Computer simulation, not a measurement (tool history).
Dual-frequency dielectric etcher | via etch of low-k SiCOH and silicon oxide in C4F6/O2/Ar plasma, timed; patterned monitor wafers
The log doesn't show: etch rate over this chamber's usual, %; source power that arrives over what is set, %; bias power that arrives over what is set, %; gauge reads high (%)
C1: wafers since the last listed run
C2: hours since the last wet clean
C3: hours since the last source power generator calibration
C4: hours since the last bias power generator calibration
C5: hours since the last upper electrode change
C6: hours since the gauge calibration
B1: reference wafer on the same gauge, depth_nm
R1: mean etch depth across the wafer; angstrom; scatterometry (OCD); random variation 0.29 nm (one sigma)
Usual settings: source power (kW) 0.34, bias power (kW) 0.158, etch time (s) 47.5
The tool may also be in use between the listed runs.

Run 1, day 0: usual settings but source power (kW) 0.38, etch time (s) 37; C1 0; C2 158.8; C3 2380.5; C4 3250; C5 5109; C6 367.1; B1 88.7. Result: R1 770 angstrom.
Run 2, day 0.479: usual settings but source power (kW) 0.29, bias power (kW) 0.143; C1 196; C2 170.3; C3 2392; C4 3261.5; C5 5120.5; C6 378.6; B1 88.7. Result: R1 873 angstrom.
Run 3, day 0.962: usual settings but source power (kW) 0.29, bias power (kW) 0.143; C1 197; C2 181.9; C3 2403.6; C4 3273.1; C5 5132.1; C6 390.2; B1 88.8. Result: R1 874 angstrom.
At day 1.275: bias power generator calibrated.
Run 4, day 1.296: usual settings but etch time (s) 41.5; C1 68; C2 189.9; C3 2411.6; C4 0.5; C5 5140.1; C6 398.2; B1 88.7. Result: R1 834 angstrom.
At day 1.621: source power generator calibrated.
Run 5, day 1.642: usual settings but etch time (s) 41.5; C1 73; C2 198.2; C3 0.5; C4 8.8; C5 5148.4; C6 406.5; B1 88.7. Result: R1 828 angstrom.
At day 2.854: upper electrode replaced.
Run 6, day 2.875: usual settings but etch time (s) 41.5; C1 95; C2 227.8; C3 30.1; C4 38.4; C5 0.5; C6 436.1; B1 88.7. Result: R1 827 angstrom.
Run 7, day 2.888: usual settings; C1 5; C2 228.1; C3 30.4; C4 38.7; C5 0.8; C6 436.4; B1 88.7. Result: R1 948 angstrom.
Run 8, day 2.9: usual settings; C1 5; C2 228.4; C3 30.7; C4 39; C5 1.1; C6 436.7; B1 88.8. Result: R1 946 angstrom.
Run 9, day 3.138: usual settings; C1 97; C2 234.1; C3 36.4; C4 44.7; C5 6.8; C6 442.4; B1 88.7. Result: R1 946 angstrom.
Run 10, day 4.008: usual settings; C1 356; C2 255; C3 57.3; C4 65.6; C5 27.7; C6 463.3; B1 88.6. Result: R1 952 angstrom.
Run 11, day 4.442: usual settings; C1 177; C2 265.4; C3 67.7; C4 76; C5 38.1; C6 473.7; B1 88.8. Result: R1 947 angstrom.
Run 12, day 4.908: usual settings but etch time (s) 42.5; C1 191; C2 276.6; C3 78.9; C4 87.2; C5 49.3; C6 484.9; B1 88.7. Result: R1 850 angstrom.
At day 5.225: gauge calibrated.
Run 13, day 5.542: usual settings; C1 259; C2 291.8; C3 94.1; C4 102.4; C5 64.5; C6 7.6; B1 88.7. Result: R1 945 angstrom.
Run 14, day 6.058: usual settings but source power (kW) 0.41; C1 211; C2 304.2; C3 106.5; C4 114.8; C5 76.9; C6 20; B1 88.8. Result: R1 1006 angstrom.
At day 7.079: wet clean of the chamber.
Run 15, day 7.1: usual settings; C1 17; C2 0.5; C3 131.5; C4 139.8; C5 101.9; C6 45; B1 88.6. Result: R1 978 angstrom.
Run 16, day 7.212: usual settings but etch time (s) 42; C1 46; C2 3.2; C3 134.2; C4 142.5; C5 104.6; C6 47.7; B1 88.7. Result: R1 872 angstrom.
Run 17, day 7.621: usual settings but source power (kW) 0.3; C1 167; C2 13; C3 144; C4 152.3; C5 114.4; C6 57.5; B1 88.7. Result: R1 950 angstrom.
Run 18, day 8.296: usual settings but bias power (kW) 0.177, etch time (s) 52; C1 276; C2 29.2; C3 160.2; C4 168.5; C5 130.6; C6 73.7; B1 88.6. Result: R1 1120 angstrom.
Run 19, day 8.612: usual settings but source power (kW) 0.29, bias power (kW) 0.197, etch time (s) 53.5; C1 129; C2 36.8; C3 167.8; C4 176.1; C5 138.2; C6 81.3; B1 88.7. Result: R1 1147 angstrom.
Run 20, day 9.308: usual settings; C1 285; C2 53.5; C3 184.5; C4 192.8; C5 154.9; C6 98; B1 88.7. Result: R1 980 angstrom.
Run 21, day 10.021: usual settings but etch time (s) 60.5; C1 291; C2 70.6; C3 201.6; C4 209.9; C5 172; C6 115.1; B1 88.6. Result: R1 1249 angstrom.
Run 22, day 10.4: usual settings; C1 155; C2 79.7; C3 210.7; C4 219; C5 181.1; C6 124.2; B1 88.7. Result: R1 983 angstrom.
At day 11.588: wet clean of the chamber, repeated, since the last time left the tool worse.
Run 23, day 11.608: usual settings but etch time (s) 54.5; C1 85; C2 0.5; C3 239.7; C4 248; C5 210.1; C6 153.2; B1 88.8. Result: R1 1096 angstrom.
Run 24, day 11.621: usual settings but bias power (kW) 0.147, etch time (s) 39; C1 5; C2 0.8; C3 240; C4 248.3; C5 210.4; C6 153.5; B1 88.8. Result: R1 763 angstrom.
Run 25, day 12.158: usual settings but source power (kW) 0.38, etch time (s) 35.5; C1 220; C2 13.7; C3 252.9; C4 261.2; C5 223.3; C6 166.4; B1 88.7. Result: R1 737 angstrom.
Run 26, day 12.812: usual settings but source power (kW) 0.29, bias power (kW) 0.175, etch time (s) 36.5; C1 267; C2 29.4; C3 268.6; C4 276.9; C5 239; C6 182.1; B1 88.8. Result: R1 727 angstrom.
Run 27, day 13.296: usual settings but source power (kW) 0.4, bias power (kW) 0.143, etch time (s) 34; C1 197; C2 41; C3 280.2; C4 288.5; C5 250.6; C6 193.7; B1 88.8. Result: R1 689 angstrom.
Run 28, day 13.612: usual settings; C1 129; C2 48.6; C3 287.8; C4 296.1; C5 258.2; C6 201.3; B1 88.7. Result: R1 957 angstrom.
Run 29, day 13.925: usual settings but bias power (kW) 0.139, etch time (s) 54; C1 128; C2 56.1; C3 295.3; C4 303.6; C5 265.7; C6 208.8; B1 88.6. Result: R1 1024 angstrom.
Run 30, day 14.421: usual settings but source power (kW) 0.38, etch time (s) 37; C1 203; C2 68; C3 307.2; C4 315.5; C5 277.6; C6 220.7; B1 88.7. Result: R1 769 angstrom.

Hidden state at the last listed run before each entry between runs and at the first one after, where it differs:
Between runs 3 and 4: bias power generator calibrated (day 1.275)
  etch rate over this chamber's usual, %: -0.656 -> -0.701
  measured less the result without the state, R1: -6 -> -6 angstrom
Between runs 4 and 5: source power generator calibrated (day 1.621)
  etch rate over this chamber's usual, %: -0.701 -> -0.748
  measured less the result without the state, R1: -6 -> -6 angstrom
Between runs 5 and 6: upper electrode replaced (day 2.854)
  etch rate over this chamber's usual, %: -0.748 -> -0.915
  measured less the result without the state, R1: -6 -> -7 angstrom
Between runs 12 and 13: gauge calibrated (day 5.225)
  etch rate over this chamber's usual, %: -1.19 -> -1.28
  measured less the result without the state, R1: -10 -> -12 angstrom
Between runs 14 and 15: wet clean of the chamber (day 7.079)
  etch rate over this chamber's usual, %: -1.35 -> 2.68
  measured less the result without the state, R1: -14 -> +25 angstrom
Between runs 22 and 23: wet clean of the chamber, repeated, since the last time left the tool worse (day 11.588)
  etch rate over this chamber's usual, %: 2.24 -> -0.232
  measured less the result without the state, R1: +21 -> -2 angstrom
